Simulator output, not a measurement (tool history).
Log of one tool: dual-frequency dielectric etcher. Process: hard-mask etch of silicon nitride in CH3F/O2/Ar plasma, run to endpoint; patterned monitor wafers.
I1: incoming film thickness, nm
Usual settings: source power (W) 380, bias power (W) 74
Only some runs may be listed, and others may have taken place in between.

run 1 hour=0.0 | source_power_(W)=380 bias_power_(W)=65 | I1=40.37 | endpoint_time_(s)=59.6
run 2 hour=62.2 | source_power_(W)=380 bias_power_(W)=65 | I1=40.26 | endpoint_time_(s)=59.3
run 3 hour=95.3 | source_power_(W)=310 bias_power_(W)=83 | I1=40.10 | endpoint_time_(s)=59.5
run 4 hour=155.1 | source_power_(W)=380 bias_power_(W)=74 | I1=40.09 | endpoint_time_(s)=57.7
run 5 hour=227.0 | source_power_(W)=380 bias_power_(W)=74 | I1=40.57 | endpoint_time_(s)=59.5
-- hour=260.5 bias power generator calibrated
-- hour=291.3 wet clean of the chamber
run 6 hour=291.8 | source_power_(W)=380 bias_power_(W)=74 | I1=39.98 | endpoint_time_(s)=53.0
-- hour=305.3 source power generator calibrated
run 7 hour=324.3 | source_power_(W)=380 bias_power_(W)=74 | I1=40.49 | endpoint_time_(s)=53.0
run 8 hour=364.2 | source_power_(W)=380 bias_power_(W)=74 | I1=39.80 | endpoint_time_(s)=52.8
run 9 hour=413.8 | source_power_(W)=340 bias_power_(W)=92 | I1=40.29 | endpoint_time_(s)=52.0
-- hour=460.9 wet clean of the chamber, repeated, since the last time left the tool worse
run 10 hour=461.4 | source_power_(W)=430 bias_power_(W)=68 | I1=40.12 | endpoint_time_(s)=55.4
run 11 hour=515.3 | source_power_(W)=420 bias_power_(W)=67 | I1=39.69 | endpoint_time_(s)=55.9
run 12 hour=575.5 | source_power_(W)=350 bias_power_(W)=74 | I1=40.31 | endpoint_time_(s)=60.4
run 13 hour=630.9 | source_power_(W)=380 bias_power_(W)=83 | I1=39.81 | endpoint_time_(s)=56.1
-- hour=664.0 upper electrode replaced
run 14 hour=687.7 | source_power_(W)=430 bias_power_(W)=62 | I1=40.19 | endpoint_time_(s)=59.1
run 15 hour=748.0 | source_power_(W)=380 bias_power_(W)=74 | I1=40.13 | endpoint_time_(s)=58.6
run 16 hour=795.8 | source_power_(W)=330 bias_power_(W)=64 | I1=40.07 | endpoint_time_(s)=64.9
-- hour=874.6 wet clean of the chamber
run 17 hour=875.1 | source_power_(W)=460 bias_power_(W)=63 | I1=39.77 | endpoint_time_(s)=54.3

5 options for the next run, each taken on its own from the tool as it stands now. Forecast them:
run A hour=875.5 | source_power_(W)=380 bias_power_(W)=92 | I1=40.19 | endpoint_time_(s)=?
run B hour=875.5 | source_power_(W)=420 bias_power_(W)=74 | I1=40.19 | endpoint_time_(s)=?
run C hour=875.5 | source_power_(W)=290 bias_power_(W)=85 | I1=40.19 | endpoint_time_(s)=?
run D hour=875.5 | source_power_(W)=460 bias_power_(W)=88 | I1=40.19 | endpoint_time_(s)=?
run E hour=875.5 | source_power_(W)=470 bias_power_(W)=74 | I1=40.19 | endpoint_time_(s)=?

run=A endpoint_time_(s)=52.6
run=B endpoint_time_(s)=54.1
run=C endpoint_time_(s)=59.9
run=D endpoint_time_(s)=49.6
run=E endpoint_time_(s)=51.7
The same runs, with their run-to-run variation unchanged, on a tool lacking any hidden condition would have given:
run=A endpoint_time_(s)=52.5
run=B endpoint_time_(s)=54.0
run=C endpoint_time_(s)=59.8
run=D endpoint_time_(s)=49.5
run=E endpoint_time_(s)=51.7
